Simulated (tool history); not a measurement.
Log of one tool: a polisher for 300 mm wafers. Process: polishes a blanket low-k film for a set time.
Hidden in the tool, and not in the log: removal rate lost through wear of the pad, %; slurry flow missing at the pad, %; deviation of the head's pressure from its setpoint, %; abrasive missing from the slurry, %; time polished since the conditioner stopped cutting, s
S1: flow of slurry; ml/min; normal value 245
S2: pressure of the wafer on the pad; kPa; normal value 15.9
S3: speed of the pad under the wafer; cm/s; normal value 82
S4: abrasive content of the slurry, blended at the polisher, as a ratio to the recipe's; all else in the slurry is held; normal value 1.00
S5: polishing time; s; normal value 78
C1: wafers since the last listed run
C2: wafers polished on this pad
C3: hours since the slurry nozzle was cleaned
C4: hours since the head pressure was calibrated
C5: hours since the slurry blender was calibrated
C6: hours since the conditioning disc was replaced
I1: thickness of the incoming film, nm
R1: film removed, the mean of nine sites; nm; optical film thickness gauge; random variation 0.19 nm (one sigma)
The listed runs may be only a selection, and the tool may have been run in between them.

{"run": 1, "day": 0.0, "S1": 245, "S2": 15.9, "S3": 82, "S4": 1.0, "S5": 78, "C1": 0, "C2": 2024, "C3": 9.8, "C4": 535.2, "C5": 172.6, "C6": 231.5, "I1": 738.2, "R1": 29.6}
{"run": 2, "day": 1.408, "S1": 245, "S2": 15.9, "S3": 82, "S4": 1.0, "S5": 78, "C1": 386, "C2": 2410, "C3": 43.6, "C4": 569.0, "C5": 206.4, "C6": 265.3, "I1": 725.3, "R1": 29.3}
{"run": 3, "day": 3.996, "S1": 245, "S2": 15.9, "S3": 82, "S4": 1.0, "S5": 78, "C1": 709, "C2": 3120, "C3": 105.7, "C4": 631.1, "C5": 268.5, "C6": 327.4, "I1": 739.8, "R1": 29.8}
{"run": 4, "day": 6.121, "S1": 245, "S2": 15.9, "S3": 82, "S4": 1.0, "S5": 78, "C1": 582, "C2": 3703, "C3": 156.7, "C4": 682.1, "C5": 319.5, "C6": 378.4, "I1": 745.2, "R1": 29.4}
{"day": 7.379, "done": "worn pad replaced by a new one"}
{"run": 5, "day": 8.846, "S1": 245, "S2": 15.9, "S3": 82, "S4": 1.0, "S5": 78, "C1": 701, "C2": 402, "C3": 222.1, "C4": 747.5, "C5": 384.9, "C6": 443.8, "I1": 733.1, "R1": 29.3}
{"day": 9.038, "done": "slurry blender recalibrated"}
{"run": 6, "day": 10.229, "S1": 245, "S2": 15.9, "S3": 82, "S4": 1.0, "S5": 78, "C1": 356, "C2": 759, "C3": 255.3, "C4": 780.7, "C5": 28.6, "C6": 477.0, "I1": 740.3, "R1": 29.2}
{"day": 10.95, "done": "conditioning disc replaced and pad reconditioned"}
{"run": 7, "day": 12.988, "S1": 245, "S2": 15.9, "S3": 82, "S4": 1.0, "S5": 78, "C1": 733, "C2": 1492, "C3": 321.5, "C4": 846.9, "C5": 94.8, "C6": 48.9, "I1": 745.3, "R1": 29.4}
{"run": 8, "day": 15.758, "S1": 245, "S2": 15.9, "S3": 82, "S4": 1.0, "S5": 78, "C1": 760, "C2": 2253, "C3": 388.0, "C4": 913.4, "C5": 161.3, "C6": 115.4, "I1": 746.9, "R1": 28.6}
{"run": 9, "day": 17.275, "S1": 245, "S2": 18.6, "S3": 90, "S4": 1.0, "S5": 102, "C1": 416, "C2": 2669, "C3": 424.4, "C4": 949.8, "C5": 197.7, "C6": 151.8, "I1": 735.9, "R1": 46.4}
{"run": 10, "day": 20.133, "S1": 245, "S2": 15.9, "S3": 82, "S4": 1.0, "S5": 78, "C1": 784, "C2": 3453, "C3": 493.0, "C4": 1018.4, "C5": 266.3, "C6": 220.4, "I1": 737.4, "R1": 28.5}
{"day": 21.417, "done": "slurry nozzle cleaned"}
{"day": 22.488, "done": "worn pad replaced by a new one"}
{"day": 25.55, "done": "slurry blender recalibrated"}
{"run": 11, "day": 28.192, "S1": 245, "S2": 11.0, "S3": 82, "S4": 1.0, "S5": 60, "C1": 2130, "C2": 1542, "C3": 162.6, "C4": 1211.8, "C5": 63.4, "C6": 413.8, "I1": 739.8, "R1": 17.2}
{"run": 12, "day": 29.879, "S1": 175, "S2": 15.9, "S3": 62, "S4": 1.0, "S5": 78, "C1": 462, "C2": 2005, "C3": 203.1, "C4": 1252.3, "C5": 103.9, "C6": 454.3, "I1": 732.6, "R1": 22.1}
{"run": 13, "day": 31.683, "S1": 245, "S2": 15.9, "S3": 60, "S4": 1.0, "S5": 78, "C1": 494, "C2": 2500, "C3": 246.4, "C4": 1295.6, "C5": 147.2, "C6": 497.6, "I1": 742.3, "R1": 23.0}
{"day": 32.808, "done": "conditioning disc replaced and pad reconditioned"}
{"day": 33.083, "done": "head pressure recalibrated"}
{"run": 14, "day": 33.75, "S1": 245, "S2": 15.9, "S3": 82, "S4": 1.0, "S5": 78, "C1": 521, "C2": 3021, "C3": 296.0, "C4": 16.0, "C5": 196.8, "C6": 22.6, "I1": 749.8, "R1": 28.9}
{"run": 15, "day": 35.788, "S1": 245, "S2": 15.9, "S3": 82, "S4": 1.0, "S5": 78, "C1": 558, "C2": 3580, "C3": 344.9, "C4": 64.9, "C5": 245.7, "C6": 71.5, "I1": 743.7, "R1": 29.0}
{"day": 38.654, "done": "worn pad replaced by a new one"}
{"run": 16, "day": 38.675, "S1": 245, "S2": 15.9, "S3": 82, "S4": 1.0, "S5": 78, "C1": 746, "C2": 5, "C3": 414.2, "C4": 134.2, "C5": 315.0, "C6": 140.8, "I1": 745.3, "R1": 28.7}
{"run": 17, "day": 42.967, "S1": 215, "S2": 10.3, "S3": 82, "S4": 1.0, "S5": 78, "C1": 1177, "C2": 1182, "C3": 517.2, "C4": 237.2, "C5": 418.0, "C6": 243.8, "I1": 727.0, "R1": 20.0}
{"day": 44.267, "done": "slurry blender recalibrated"}
{"run": 18, "day": 45.792, "S1": 245, "S2": 21.4, "S3": 82, "S4": 1.0, "S5": 68, "C1": 752, "C2": 1934, "C3": 585.0, "C4": 305.0, "C5": 36.6, "C6": 311.6, "I1": 741.3, "R1": 30.9}
{"day": 47.0, "done": "slurry nozzle cleaned"}
{"run": 19, "day": 47.692, "S1": 245, "S2": 15.9, "S3": 66, "S4": 1.0, "S5": 78, "C1": 509, "C2": 2444, "C3": 16.6, "C4": 350.6, "C5": 82.2, "C6": 357.2, "I1": 738.5, "R1": 24.6}
{"run": 20, "day": 49.758, "S1": 245, "S2": 15.9, "S3": 104, "S4": 0.8, "S5": 87, "C1": 566, "C2": 3011, "C3": 66.2, "C4": 400.2, "C5": 131.8, "C6": 406.8, "I1": 743.0, "R1": 35.6}
{"run": 21, "day": 50.933, "S1": 305, "S2": 10.3, "S3": 82, "S4": 1.25, "S5": 104, "C1": 322, "C2": 3334, "C3": 94.4, "C4": 428.4, "C5": 160.0, "C6": 435.0, "I1": 745.6, "R1": 32.3}
{"day": 55.208, "done": "worn pad replaced by a new one"}
{"day": 55.696, "done": "conditioning disc replaced and pad reconditioned"}
{"run": 22, "day": 58.325, "S1": 245, "S2": 19.3, "S3": 94, "S4": 1.0, "S5": 61, "C1": 1959, "C2": 832, "C3": 271.8, "C4": 605.8, "C5": 337.4, "C6": 63.1, "I1": 747.5, "R1": 29.9}
{"run": 23, "day": 59.333, "S1": 270, "S2": 13.8, "S3": 82, "S4": 1.0, "S5": 78, "C1": 276, "C2": 1108, "C3": 296.0, "C4": 630.0, "C5": 361.6, "C6": 87.3, "I1": 750.9, "R1": 26.5}
{"day": 60.4, "done": "slurry blender recalibrated"}
{"run": 24, "day": 60.471, "S1": 245, "S2": 15.9, "S3": 82, "S4": 1.0, "S5": 78, "C1": 289, "C2": 1398, "C3": 323.3, "C4": 657.3, "C5": 1.7, "C6": 114.6, "I1": 732.5, "R1": 29.0}
{"run": 25, "day": 63.333, "S1": 245, "S2": 15.9, "S3": 82, "S4": 1.0, "S5": 86, "C1": 785, "C2": 2183, "C3": 392.0, "C4": 726.0, "C5": 70.4, "C6": 183.3, "I1": 731.3, "R1": 31.6}
{"run": 26, "day": 66.096, "S1": 310, "S2": 15.9, "S3": 72, "S4": 1.0, "S5": 58, "C1": 757, "C2": 2941, "C3": 458.3, "C4": 792.3, "C5": 136.7, "C6": 249.6, "I1": 739.5, "R1": 19.8}

State the hidden condition of the tool at each of the runs:
removal rate lost through wear of the pad, %: 0 at every run
deviation of the head's pressure from its setpoint, %: 0 at every run
abrasive missing from the slurry, %: 0 at every run
time polished since the conditioner stopped cutting, s: 0 at every run
H1: slurry flow missing at the pad, %
run=1 H1=0.712
run=2 H1=0.876
run=3 H1=1.72
run=4 H1=2.93
run=5 H1=5.18
run=6 H1=6.62
run=7 H1=10.1
run=8 H1=14.4
run=9 H1=17.1
run=10 H1=22.8
run=11 H1=4.12
run=12 H1=5.46
run=13 H1=7.23
run=14 H1=9.67
run=15 H1=12.5
run=16 H1=17.3
run=17 H1=26
run=18 H1=32.8
run=19 H1=0.355
run=20 H1=0.727
run=21 H1=1.14
run=22 H1=7.04
run=23 H1=8.28
run=24 H1=9.82
run=25 H1=14.3
run=26 H1=19.4
